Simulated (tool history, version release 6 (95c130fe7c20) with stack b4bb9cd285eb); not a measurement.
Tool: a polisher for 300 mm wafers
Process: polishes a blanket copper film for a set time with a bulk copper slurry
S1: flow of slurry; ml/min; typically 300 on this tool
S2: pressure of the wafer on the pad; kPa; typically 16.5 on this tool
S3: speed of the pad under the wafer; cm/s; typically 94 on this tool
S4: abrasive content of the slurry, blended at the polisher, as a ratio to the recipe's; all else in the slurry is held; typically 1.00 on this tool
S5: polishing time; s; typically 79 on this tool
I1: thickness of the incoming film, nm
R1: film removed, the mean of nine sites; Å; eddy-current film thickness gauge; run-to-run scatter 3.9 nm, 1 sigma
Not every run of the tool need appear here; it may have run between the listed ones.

run,hour,S1,S2,S3,S4,S5,I1,R1
1,0.0,300,16.5,94,1.00,79,3397.8,4652
2,9.2,300,16.5,94,1.00,79,3320.7,4589
# hour 17.2: worn pad replaced by a new one
3,21.8,300,16.5,94,1.00,61,3325.3,3893
4,29.3,300,16.5,94,1.00,79,3345.5,5063
5,36.1,300,16.5,94,1.00,79,3404.7,5063
6,57.4,300,16.5,94,1.00,79,3358.3,4909
# hour 64.1: slurry blender recalibrated
# hour 67.2: slurry nozzle cleaned
7,68.0,300,16.5,94,0.85,63,3356.7,3953
8,75.8,300,16.5,94,1.00,79,3363.2,5141
# hour 113.2: head pressure recalibrated
9,114.7,300,20.0,66,0.75,79,3384.7,3827
# hour 127.6: worn pad replaced by a new one
10,128.1,205,16.5,94,1.10,79,3339.6,5100
11,137.6,300,11.7,94,1.15,101,3395.2,5301
12,154.3,300,16.5,94,1.00,79,3379.0,5069
13,160.5,200,16.5,94,0.85,53,3360.2,3159
14,170.4,300,21.4,94,1.00,79,3384.1,6031

Consider 4 possible next runs. They are alternatives, not a sequence: every one starts from the tool as it was left by run 14. What does each give?
A,170.8,300,16.5,94,1.10,79,3303.1,?
B,170.8,375,16.5,94,1.00,90,3303.1,?
C,170.8,300,13.1,94,1.00,79,3303.1,?
D,170.8,255,17.9,66,1.00,79,3303.1,?

run,R1
A,5038
B,5686
C,4203
D,3713
Take away the tool's hidden state, keep each run's random variation, and the runs would have read:
run,R1
A,5360
B,6046
C,4470
D,3948

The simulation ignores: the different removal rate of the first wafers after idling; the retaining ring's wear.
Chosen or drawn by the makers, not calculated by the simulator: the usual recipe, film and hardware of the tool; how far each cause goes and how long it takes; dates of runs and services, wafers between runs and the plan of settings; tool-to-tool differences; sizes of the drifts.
